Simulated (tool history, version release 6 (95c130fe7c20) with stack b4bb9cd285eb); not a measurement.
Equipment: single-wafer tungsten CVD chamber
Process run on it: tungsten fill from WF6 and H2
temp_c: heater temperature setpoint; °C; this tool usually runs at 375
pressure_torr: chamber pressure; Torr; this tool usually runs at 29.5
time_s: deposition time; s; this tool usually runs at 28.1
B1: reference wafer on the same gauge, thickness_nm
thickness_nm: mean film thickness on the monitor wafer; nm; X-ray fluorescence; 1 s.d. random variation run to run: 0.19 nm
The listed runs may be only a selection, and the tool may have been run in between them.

Run 1, hour 0.0: usual settings but temp_c 380 °C, pressure_torr 23.9 Torr; B1 47.197. Result: thickness_nm 47.037 nm.
Run 2, hour 60.5: usual settings but temp_c 380 °C, pressure_torr 23.9 Torr; B1 47.245. Result: thickness_nm 47.683 nm.
Run 3, hour 90.4: usual settings; B1 47.272. Result: thickness_nm 50.865 nm.
Run 4, hour 120.5: usual settings but temp_c 383 °C; B1 47.345. Result: thickness_nm 58.780 nm.
Run 5, hour 172.1: usual settings but time_s 25.3 s; B1 47.331. Result: thickness_nm 46.289 nm.
Run 6, hour 236.3: usual settings but temp_c 365 °C; B1 47.587. Result: thickness_nm 42.550 nm.
At hour 243.5: gauge calibrated.
Run 7, hour 289.7: usual settings but temp_c 365 °C; B1 46.855. Result: thickness_nm 41.856 nm.
Run 8, hour 326.3: usual settings but temp_c 365 °C; B1 46.868. Result: thickness_nm 41.974 nm.
Run 9, hour 355.3: usual settings; B1 46.883. Result: thickness_nm 50.774 nm.
Run 10, hour 409.1: usual settings; B1 46.947. Result: thickness_nm 50.303 nm.
Run 11, hour 469.7: usual settings; B1 47.000. Result: thickness_nm 50.744 nm.
Run 12, hour 496.4: usual settings; B1 47.053. Result: thickness_nm 50.682 nm.
Run 13, hour 546.0: usual settings; B1 47.108. Result: thickness_nm 50.618 nm.
Run 14, hour 606.3: usual settings but pressure_torr 25.9 Torr; B1 47.221. Result: thickness_nm 46.008 nm.
Run 15, hour 650.7: usual settings; B1 47.278. Result: thickness_nm 51.035 nm.
At hour 714.2: showerhead replaced.
Run 16, hour 715.0: usual settings but pressure_torr 27.1 Torr, time_s 32.0 s; B1 47.291. Result: thickness_nm 54.597 nm.
Run 17, hour 785.9: usual settings but temp_c 365 °C, pressure_torr 25.0 Torr, time_s 33.4 s; B1 47.294. Result: thickness_nm 44.613 nm.
Run 18, hour 818.4: usual settings but pressure_torr 34.0 Torr, time_s 33.6 s; B1 47.360. Result: thickness_nm 67.564 nm.
Run 19, hour 850.9: usual settings but temp_c 364 °C, pressure_torr 27.2 Torr; B1 47.488. Result: thickness_nm 39.174 nm.
Run 20, hour 883.7: usual settings but pressure_torr 25.3 Torr, time_s 29.6 s; B1 47.532. Result: thickness_nm 48.159 nm.
At hour 928.7: thermocouple changed; heater temperature recalibrated.
Run 21, hour 929.2: usual settings but pressure_torr 25.9 Torr; B1 47.572. Result: thickness_nm 46.351 nm.
At hour 948.7: capacitance manometer re-zeroed and calibrated.
At hour 966.6: gauge calibrated.
Run 22, hour 980.5: usual settings; B1 46.756. Result: thickness_nm 50.505 nm.
Run 23, hour 1026.7: usual settings but time_s 24.9 s; B1 46.842. Result: thickness_nm 44.764 nm.
Run 24, hour 1068.7: usual settings but temp_c 383 °C, time_s 30.8 s; B1 46.881. Result: thickness_nm 63.781 nm.
Run 25, hour 1125.1: usual settings but temp_c 370 °C, time_s 32.3 s; B1 46.979. Result: thickness_nm 52.995 nm.
Run 26, hour 1177.0: usual settings but pressure_torr 35.6 Torr; B1 47.029. Result: thickness_nm 57.497 nm.
Run 27, hour 1201.9: usual settings but temp_c 385 °C, pressure_torr 27.0 Torr, time_s 24.8 s; B1 47.050. Result: thickness_nm 49.757 nm.
Run 28, hour 1246.3: usual settings but pressure_torr 25.5 Torr; B1 47.056. Result: thickness_nm 45.474 nm.

What was the tool's hidden state at every run in the log?
wafer temperature above the value expected at the setpoint (K): 0 at every run
true pressure above the setpoint (%): 0 at every run
H1: gauge reads high (%)
run     H1
  1    1.1
  2   1.26
  3   1.34
  4   1.42
  5   1.56
  6   1.73
  7  0.173
  8  0.271
  9  0.348
 10  0.491
 11  0.652
 12  0.723
 13  0.855
 14   1.02
 15   1.13
 16    1.3
 17   1.49
 18   1.58
 19   1.67
 20   1.75
 21   1.87
 22  0.129
 23  0.252
 24  0.364
 25  0.514
 26  0.652
 27  0.718
 28  0.836
